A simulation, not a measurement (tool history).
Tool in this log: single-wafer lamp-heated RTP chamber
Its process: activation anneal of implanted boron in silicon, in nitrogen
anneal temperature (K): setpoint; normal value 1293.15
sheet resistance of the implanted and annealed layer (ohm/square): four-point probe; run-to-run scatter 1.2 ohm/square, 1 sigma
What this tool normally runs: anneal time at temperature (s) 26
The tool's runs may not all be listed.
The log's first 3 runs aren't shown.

run,hour,anneal temperature (K),anneal time at temperature (s),wafers since the last listed run,wafers since the last pyrometer calibration,wafers since the reflector plate was cleaned,hours since the gauge calibration,"read-back reference wafer on the same gauge, sheet resistance",sheet resistance of the implanted and annealed layer (ohm/square)
4,164.1,1304.15,16,371,3908,9585,812.8,260.47,232.97
5,203.8,1304.15,16,383,4291,9969,852.5,260.1,230.83
6,228.9,1293.15,15,242,4534,10211,877.6,259.91,232.79
# hour 249: pyrometer window cleaned and pyrometer calibrated
# hour 286.1: reflector plate cleaned
7,297.2,1293.15,15,505,388,107,945.9,259.47,231.76
8,337.9,1293.15,32,393,781,500,986.6,259.05,230.71
9,374.8,1293.15,26,356,1137,857,1023.5,258.69,230.62
10,406.3,1293.15,26,304,1442,1161,1055,258.61,231.22
11,436.7,1293.15,26,293,1735,1455,1085.4,258.33,231.13
12,463,1307.15,26,254,1990,1709,1111.7,258.19,228.92
13,550.6,1307.15,26,846,2836,2555,1199.3,257.61,227.53
14,600.2,1322.15,21,479,3315,3035,1248.9,257.06,226.84
15,659.7,1271.15,15,574,3890,3609,1308.4,256.69,236.42
# hour 682: pyrometer window cleaned and pyrometer calibrated
16,707.3,1306.15,21,382,244,3992,1356,256.25,228.25
17,741.1,1322.15,39,326,570,4319,1389.8,256.02,226.26
18,812,1280.15,13,685,1256,5004,1460.7,255.44,232.82
19,873.8,1312.15,14,597,1853,5601,1522.5,255.03,227.51
20,910.7,1293.15,20,356,2209,5957,1559.4,254.64,227.31
21,951.1,1279.15,37,390,2600,6348,1599.8,254.8,226.92
# hour 972.1: gauge calibrated
22,994,1293.15,26,414,3014,6762,21.9,270.55,241.8

Run 23 has not been measured yet. What should we expect?
23,1056.2,1307.15,26,600,3615,7363,84.1,?,?

{"run 23": {"read-back reference wafer on the same gauge, sheet resistance": 270.49, "sheet resistance of the implanted and annealed layer (ohm/square)": 239.06}}
Minus the tool's unlogged condition, the same run would have read sheet resistance of the implanted and annealed layer (ohm/square) 237.96.
